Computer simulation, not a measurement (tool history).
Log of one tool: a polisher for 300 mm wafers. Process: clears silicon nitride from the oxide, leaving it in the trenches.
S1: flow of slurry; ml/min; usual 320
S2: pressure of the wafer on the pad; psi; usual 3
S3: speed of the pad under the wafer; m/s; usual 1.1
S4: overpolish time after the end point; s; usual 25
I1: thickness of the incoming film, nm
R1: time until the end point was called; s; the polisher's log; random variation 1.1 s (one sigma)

| run | day | S1 | S2 | S3 | S4 | I1 | R1 |
|---|---|---|---|---|---|---|---|
| 1 | 0 | 320 | 3 | 1.1 | 25 | 131.9 | 109.7 |
|  | 2.112 | worn pad replaced by a new one |
| 2 | 2.617 | 390 | 3 | 1.1 | 25 | 129.6 | 96.8 |
| 3 | 3.688 | 320 | 3.6 | 1.1 | 25 | 130.1 | 83.3 |
| 4 | 5.012 | 320 | 3.6 | 1.1 | 25 | 131 | 86.3 |
|  | 6.542 | head pressure recalibrated |
| 5 | 6.638 | 320 | 3.6 | 1.1 | 25 | 129.6 | 95.6 |
| 6 | 8.412 | 375 | 3 | 1.1 | 33 | 130.8 | 114.6 |
| 7 | 10.717 | 375 | 3 | 1.1 | 33 | 130.9 | 117 |
|  | 11.25 | worn pad replaced by a new one |
| 8 | 12.492 | 375 | 3 | 1.1 | 33 | 129.8 | 110.1 |
| 9 | 14.367 | 320 | 3 | 1.1 | 25 | 129.4 | 111.4 |
| 10 | 16.321 | 320 | 3 | 1.1 | 25 | 127.8 | 112.8 |
| 11 | 17.342 | 320 | 3 | 1.1 | 25 | 130.6 | 116.6 |
| 12 | 19.171 | 320 | 3 | 1.1 | 25 | 127.4 | 114.3 |
|  | 20.417 | worn pad replaced by a new one |
| 13 | 21.079 | 320 | 3.9 | 1.1 | 25 | 132 | 81.9 |
| 14 | 23.612 | 320 | 2.3 | 1.38 | 25 | 130.3 | 114.9 |
| 15 | 26.404 | 210 | 3.6 | 0.78 | 25 | 130 | 139.5 |
| 16 | 29.096 | 360 | 2.1 | 0.96 | 21 | 130.8 | 181.9 |
|  | 29.388 | slurry nozzle cleaned |
| 17 | 30.225 | 320 | 3 | 0.78 | 25 | 130.8 | 155.8 |
|  | 31.096 | worn pad replaced by a new one |
| 18 | 32.662 | 275 | 2.7 | 0.78 | 37 | 129.5 | 163.7 |
| 19 | 33.904 | 320 | 3 | 1.1 | 25 | 131.7 | 107.6 |
|  | 36.467 | head pressure recalibrated |
| 20 | 36.871 | 220 | 2.7 | 1.38 | 20 | 132.2 | 109.5 |
| 21 | 38.683 | 320 | 3 | 1.1 | 25 | 129.6 | 117.9 |
| 22 | 40.562 | 210 | 4 | 1.26 | 25 | 129.9 | 80.2 |
|  | 41.342 | worn pad replaced by a new one |
| 23 | 43.279 | 390 | 4 | 1.1 | 25 | 131.8 | 85.5 |
| 24 | 47.292 | 220 | 2.7 | 1.38 | 20 | 130.9 | 109.8 |

Hidden state or all else? Some run-to-run changes of R1, split into what the settings, what came in and random variation would give without the hidden state, and what is left for the hidden state (with any gauge scatter that isn't in both results):
The hidden state here: removal rate lost through wear of the pad, %; slurry flow missing at the pad, %; deviation of the head's pressure from its setpoint, %.
Run 4 -> 5: head pressure recalibrated. R1 +9.3 s: hidden state +10.5, all else -1.2.
Run 15 -> 16: S1 210 -> 360, S2 3.6 -> 2.1, S3 0.78 -> 0.96, S4 25 -> 21. R1 +42.4 s: hidden state +1.4, all else +41.
Run 18 -> 19: S1 275 -> 320, S2 2.7 -> 3, S3 0.78 -> 1.1, S4 37 -> 25. R1 -56.1 s: hidden state +2.7, all else -58.8.
Run 19 -> 20: S1 320 -> 220, S2 3 -> 2.7, S3 1.1 -> 1.38, S4 25 -> 20, head pressure recalibrated. R1 +1.9 s: hidden state +11.3, all else -9.4.
